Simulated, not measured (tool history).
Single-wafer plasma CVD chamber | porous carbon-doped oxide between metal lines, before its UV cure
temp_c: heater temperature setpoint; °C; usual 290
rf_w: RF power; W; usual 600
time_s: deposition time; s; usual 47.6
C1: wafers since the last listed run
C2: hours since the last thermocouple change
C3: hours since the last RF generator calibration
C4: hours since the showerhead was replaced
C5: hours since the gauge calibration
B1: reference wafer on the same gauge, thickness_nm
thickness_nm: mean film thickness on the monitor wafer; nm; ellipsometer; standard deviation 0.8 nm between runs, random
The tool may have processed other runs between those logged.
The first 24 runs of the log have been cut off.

Run 25, hour 2275.6: usual settings but temp_c 303 °C, rf_w 550 W; C1 627; C2 495.3; C3 650.1; C4 1399.1; C5 334.3; B1 293.189. Result: thickness_nm 254.514 nm.
Run 26, hour 2356.6: usual settings but temp_c 282 °C, rf_w 570 W, time_s 50 s; C1 1037; C2 576.3; C3 731.1; C4 1480.1; C5 415.3; B1 292.98. Result: thickness_nm 311.085 nm.
Run 27, hour 2396.1: usual settings but temp_c 296 °C, rf_w 545 W, time_s 50.7 s; C1 505; C2 615.8; C3 770.6; C4 1519.6; C5 454.8; B1 293.046. Result: thickness_nm 283.108 nm.
At hour 2412.9: thermocouple changed; heater temperature recalibrated, repeated, since the last time left the tool worse.
Run 28, hour 2469.4: usual settings but rf_w 680 W; C1 836; C2 56.5; C3 843.9; C4 1592.9; C5 528.1; B1 292.874. Result: thickness_nm 315.971 nm.
Run 29, hour 2547.7: usual settings; C1 1002; C2 134.8; C3 922.2; C4 1671.2; C5 606.4; B1 293.075. Result: thickness_nm 296.348 nm.
Run 30, hour 2648.6: usual settings but temp_c 283 °C, rf_w 530 W; C1 1292; C2 235.7; C3 1023.1; C4 1772.1; C5 707.3; B1 292.888. Result: thickness_nm 292.879 nm.
Run 31, hour 2748.4: usual settings but temp_c 281 °C, time_s 55.9 s; C1 1278; C2 335.5; C3 1122.9; C4 1871.9; C5 807.1; B1 293.367. Result: thickness_nm 369.033 nm.
Run 32, hour 2822.2: usual settings but rf_w 540 W; C1 945; C2 409.3; C3 1196.7; C4 1945.7; C5 880.9; B1 292.831. Result: thickness_nm 283.179 nm.
At hour 2897.9: RF generator calibrated.
Run 33, hour 2902: usual settings but temp_c 284 °C, rf_w 665 W, time_s 39 s; C1 919; C2 489.1; C3 4.1; C4 2025.5; C5 960.7; B1 292.923. Result: thickness_nm 267.268 nm.
Run 34, hour 2946.8: usual settings but temp_c 303 °C; C1 573; C2 533.9; C3 48.9; C4 2070.3; C5 1005.5; B1 293.116. Result: thickness_nm 271.536 nm.

Here are 4 independent what-if runs from the current tool condition. What would each one return?
Run A, hour 2947.2: usual settings; C1 5; C2 534.3; C3 49.3; C4 2070.7; C5 1005.9; B1 ?. Result: thickness_nm ?.
Run B, hour 2947.2: usual settings but rf_w 665 W, time_s 52.9 s; C1 5; C2 534.3; C3 49.3; C4 2070.7; C5 1005.9; B1 ?. Result: thickness_nm ?.
Run C, hour 2947.2: usual settings but temp_c 300 °C, rf_w 520 W, time_s 41.6 s; C1 5; C2 534.3; C3 49.3; C4 2070.7; C5 1005.9; B1 ?. Result: thickness_nm ?.
Run D, hour 2947.2: usual settings but temp_c 298 °C, rf_w 505 W, time_s 56.7 s; C1 5; C2 534.3; C3 49.3; C4 2070.7; C5 1005.9; B1 ?. Result: thickness_nm ?.

run       B1  thickness_nm
  A  292.893        296.77
  B  292.893       345.719
  C  292.893       227.754
  D  292.893       308.245
With no hidden state in the tool, these same runs would have given:
run  thickness_nm
  A        296.21
  B       345.067
  C        227.36
  D       307.694

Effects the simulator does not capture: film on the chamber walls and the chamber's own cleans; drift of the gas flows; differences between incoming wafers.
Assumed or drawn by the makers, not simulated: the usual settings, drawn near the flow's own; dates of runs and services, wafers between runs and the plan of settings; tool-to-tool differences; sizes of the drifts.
